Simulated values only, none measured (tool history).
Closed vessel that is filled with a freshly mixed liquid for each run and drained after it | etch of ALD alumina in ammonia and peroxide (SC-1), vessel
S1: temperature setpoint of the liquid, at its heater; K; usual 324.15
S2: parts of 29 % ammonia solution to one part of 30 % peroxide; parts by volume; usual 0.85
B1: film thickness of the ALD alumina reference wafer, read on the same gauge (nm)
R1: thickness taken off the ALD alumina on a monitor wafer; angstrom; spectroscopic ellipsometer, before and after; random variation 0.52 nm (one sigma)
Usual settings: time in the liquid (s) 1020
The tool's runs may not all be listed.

{"run": 1, "hour": 0.0, "S1": 324.15, "S2": 0.85, "time in the liquid (s)": 1020, "B1": 60.01, "R1": 606.0}
{"run": 2, "hour": 28.2, "S1": 324.15, "S2": 0.85, "time in the liquid (s)": 1020, "B1": 60.0, "R1": 612.0}
{"run": 3, "hour": 53.7, "S1": 324.15, "S2": 0.85, "time in the liquid (s)": 1020, "B1": 60.0, "R1": 610.1}
{"run": 4, "hour": 68.7, "S1": 319.15, "S2": 0.85, "time in the liquid (s)": 1020, "B1": 60.01, "R1": 457.7}
{"run": 5, "hour": 90.4, "S1": 319.15, "S2": 0.85, "time in the liquid (s)": 1020, "B1": 60.01, "R1": 458.7}
{"run": 6, "hour": 124.2, "S1": 324.15, "S2": 0.85, "time in the liquid (s)": 1355, "B1": 60.01, "R1": 802.6}
{"hour": 151.7, "done": "ammonia flow meter replaced"}
{"run": 7, "hour": 157.3, "S1": 324.15, "S2": 0.85, "time in the liquid (s)": 1355, "B1": 59.98, "R1": 814.4}
{"run": 8, "hour": 180.0, "S1": 324.15, "S2": 1.05, "time in the liquid (s)": 1020, "B1": 60.0, "R1": 624.1}
{"hour": 198.8, "done": "new drum of ammonia solution connected"}
{"run": 9, "hour": 216.0, "S1": 324.15, "S2": 0.85, "time in the liquid (s)": 1020, "B1": 60.0, "R1": 600.5}
{"run": 10, "hour": 236.0, "S1": 324.15, "S2": 0.55, "time in the liquid (s)": 1020, "B1": 60.0, "R1": 587.8}
{"hour": 238.1, "done": "gauge calibrated"}
{"run": 11, "hour": 253.4, "S1": 333.15, "S2": 1.0, "time in the liquid (s)": 1375, "B1": 60.02, "R1": 1333.1}
{"hour": 284.8, "done": "thermometer replaced"}
{"run": 12, "hour": 286.3, "S1": 317.65, "S2": 0.95, "time in the liquid (s)": 1255, "B1": 59.98, "R1": 527.7}
{"run": 13, "hour": 310.4, "S1": 324.15, "S2": 0.85, "time in the liquid (s)": 1020, "B1": 60.01, "R1": 603.5}
{"run": 14, "hour": 333.0, "S1": 324.15, "S2": 0.85, "time in the liquid (s)": 1020, "B1": 59.99, "R1": 616.1}
{"run": 15, "hour": 368.3, "S1": 328.15, "S2": 1.0, "time in the liquid (s)": 1570, "B1": 60.01, "R1": 1187.9}
{"run": 16, "hour": 400.2, "S1": 324.15, "S2": 0.85, "time in the liquid (s)": 1410, "B1": 60.0, "R1": 834.9}

Forecast each of these 4 alternatives for the next run:
{"run": "A", "hour": 401.1, "S1": 316.65, "S2": 0.85, "time in the liquid (s)": 1020, "B1": "?", "R1": "?"}
{"run": "B", "hour": 401.1, "S1": 324.15, "S2": 0.85, "time in the liquid (s)": 1365, "B1": "?", "R1": "?"}
{"run": "C", "hour": 401.1, "S1": 316.15, "S2": 0.85, "time in the liquid (s)": 1020, "B1": "?", "R1": "?"}
{"run": "D", "hour": 401.1, "S1": 324.15, "S2": 0.5, "time in the liquid (s)": 1020, "B1": "?", "R1": "?"}

run=A B1=60.00 R1=408.8
run=B B1=60.00 R1=832.9
run=C B1=60.00 R1=397.2
run=D B1=60.00 R1=591.8
Without the tool's hidden state the same runs would have given:
run=A R1=408.8
run=B R1=832.9
run=C R1=397.2
run=D R1=591.8
